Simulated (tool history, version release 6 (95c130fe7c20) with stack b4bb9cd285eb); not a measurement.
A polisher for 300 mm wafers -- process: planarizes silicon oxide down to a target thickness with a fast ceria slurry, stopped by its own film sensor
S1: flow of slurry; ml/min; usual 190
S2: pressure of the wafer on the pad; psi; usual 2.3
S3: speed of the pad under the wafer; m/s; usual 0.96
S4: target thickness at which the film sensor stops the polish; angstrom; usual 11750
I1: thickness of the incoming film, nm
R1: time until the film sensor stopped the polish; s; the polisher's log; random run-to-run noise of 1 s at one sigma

run 1 day=0.000 | S1=190 S2=1.7 S3=0.96 S4=11750 | I1=2172.0 | R1=137.3
run 2 day=0.721 | S1=190 S2=2.3 S3=0.96 S4=11750 | I1=2157.5 | R1=101.7
-- day=0.825 slurry nozzle cleaned
run 3 day=1.379 | S1=190 S2=2.3 S3=0.96 S4=11750 | I1=2150.8 | R1=96.0
run 4 day=1.996 | S1=190 S2=2.3 S3=0.96 S4=11750 | I1=2208.6 | R1=99.2
run 5 day=2.408 | S1=190 S2=2.3 S3=0.96 S4=11750 | I1=2155.3 | R1=97.4
-- day=2.742 worn pad replaced by a new one
run 6 day=3.112 | S1=190 S2=2.3 S3=0.96 S4=11750 | I1=2167.5 | R1=96.8
run 7 day=3.783 | S1=190 S2=2.3 S3=0.96 S4=11750 | I1=2193.0 | R1=102.8
run 8 day=4.304 | S1=190 S2=2.3 S3=0.74 S4=11750 | I1=2146.7 | R1=120.0
run 9 day=4.804 | S1=190 S2=2.3 S3=0.74 S4=11750 | I1=2185.8 | R1=121.8
run 10 day=5.546 | S1=190 S2=2.3 S3=0.74 S4=11750 | I1=2178.3 | R1=123.9
run 11 day=5.971 | S1=190 S2=2.3 S3=0.96 S4=11750 | I1=2133.8 | R1=100.1
run 12 day=6.342 | S1=190 S2=2.3 S3=0.96 S4=11750 | I1=2129.2 | R1=99.3
run 13 day=6.700 | S1=190 S2=2.3 S3=0.96 S4=11750 | I1=2154.2 | R1=101.5
run 14 day=7.025 | S1=190 S2=2.7 S3=0.96 S4=11750 | I1=2181.8 | R1=88.6
-- day=7.258 head pressure recalibrated
run 15 day=7.633 | S1=190 S2=1.9 S3=0.96 S4=11750 | I1=2164.3 | R1=122.6
-- day=7.971 worn pad replaced by a new one, of another model than before
run 16 day=8.033 | S1=190 S2=2.3 S3=0.96 S4=13640 | I1=2142.6 | R1=79.3
run 17 day=8.550 | S1=205 S2=2.3 S3=0.96 S4=11750 | I1=2171.0 | R1=101.0
run 18 day=8.821 | S1=230 S2=2.6 S3=0.82 S4=11750 | I1=2209.1 | R1=109.9
run 19 day=9.496 | S1=140 S2=3.0 S3=0.96 S4=12740 | I1=2169.1 | R1=80.7
-- day=9.642 slurry nozzle cleaned
run 20 day=10.050 | S1=190 S2=2.3 S3=0.96 S4=11750 | I1=2184.4 | R1=96.7
run 21 day=10.321 | S1=230 S2=1.7 S3=0.84 S4=14060 | I1=2174.1 | R1=99.5
run 22 day=11.246 | S1=190 S2=2.3 S3=0.96 S4=11750 | I1=2167.6 | R1=95.1
run 23 day=11.917 | S1=220 S2=1.6 S3=1.22 S4=11750 | I1=2184.3 | R1=96.5
run 24 day=12.354 | S1=160 S2=1.9 S3=1.14 S4=14570 | I1=2163.5 | R1=65.8
run 25 day=13.042 | S1=140 S2=2.7 S3=0.62 S4=12980 | I1=2164.6 | R1=121.3
run 26 day=13.421 | S1=230 S2=2.7 S3=0.84 S4=8280 | I1=2186.0 | R1=132.3
run 27 day=14.025 | S1=230 S2=2.3 S3=0.96 S4=8880 | I1=2138.4 | R1=120.7
-- day=14.533 worn pad replaced by a new one
run 28 day=14.588 | S1=190 S2=3.0 S3=1.28 S4=9670 | I1=2184.4 | R1=75.7
run 29 day=15.000 | S1=225 S2=2.3 S3=1.16 S4=9150 | I1=2198.3 | R1=103.8
run 30 day=16.183 | S1=250 S2=1.9 S3=0.96 S4=11750 | I1=2171.3 | R1=109.8
run 31 day=16.567 | S1=190 S2=2.8 S3=0.96 S4=11750 | I1=2157.2 | R1=86.8
run 32 day=16.825 | S1=190 S2=2.8 S3=0.96 S4=9200 | I1=2207.5 | R1=113.4
run 33 day=17.500 | S1=190 S2=2.3 S3=0.96 S4=12830 | I1=2210.5 | R1=95.0
run 34 day=18.988 | S1=190 S2=2.3 S3=0.96 S4=13920 | I1=2212.2 | R1=84.0
run 35 day=19.538 | S1=145 S2=2.3 S3=0.96 S4=11750 | I1=2178.6 | R1=106.4
-- day=19.617 slurry nozzle cleaned
run 36 day=20.138 | S1=190 S2=2.3 S3=0.96 S4=11750 | I1=2143.3 | R1=95.1
-- day=20.354 worn pad replaced by a new one
run 37 day=20.621 | S1=140 S2=2.3 S3=0.96 S4=11750 | I1=2148.1 | R1=99.3

4 ways to go on from here, each from the tool as it stands after run 37. What would each give?
run A day=20.638 | S1=190 S2=2.3 S3=1.18 S4=11750 | I1=2171.0 | R1=?
run B day=20.638 | S1=215 S2=2.3 S3=0.96 S4=10310 | I1=2171.0 | R1=?
run C day=20.638 | S1=190 S2=2.3 S3=1.24 S4=8320 | I1=2171.0 | R1=?
run D day=20.638 | S1=190 S2=2.3 S3=0.96 S4=12780 | I1=2171.0 | R1=?

run=A R1=77.5
run=B R1=107.6
run=C R1=99.2
run=D R1=85.4
With the hidden condition removed and each run's random variation left untouched, the same runs would have given:
run=A R1=77.0
run=B R1=107.0
run=C R1=98.5
run=D R1=84.9
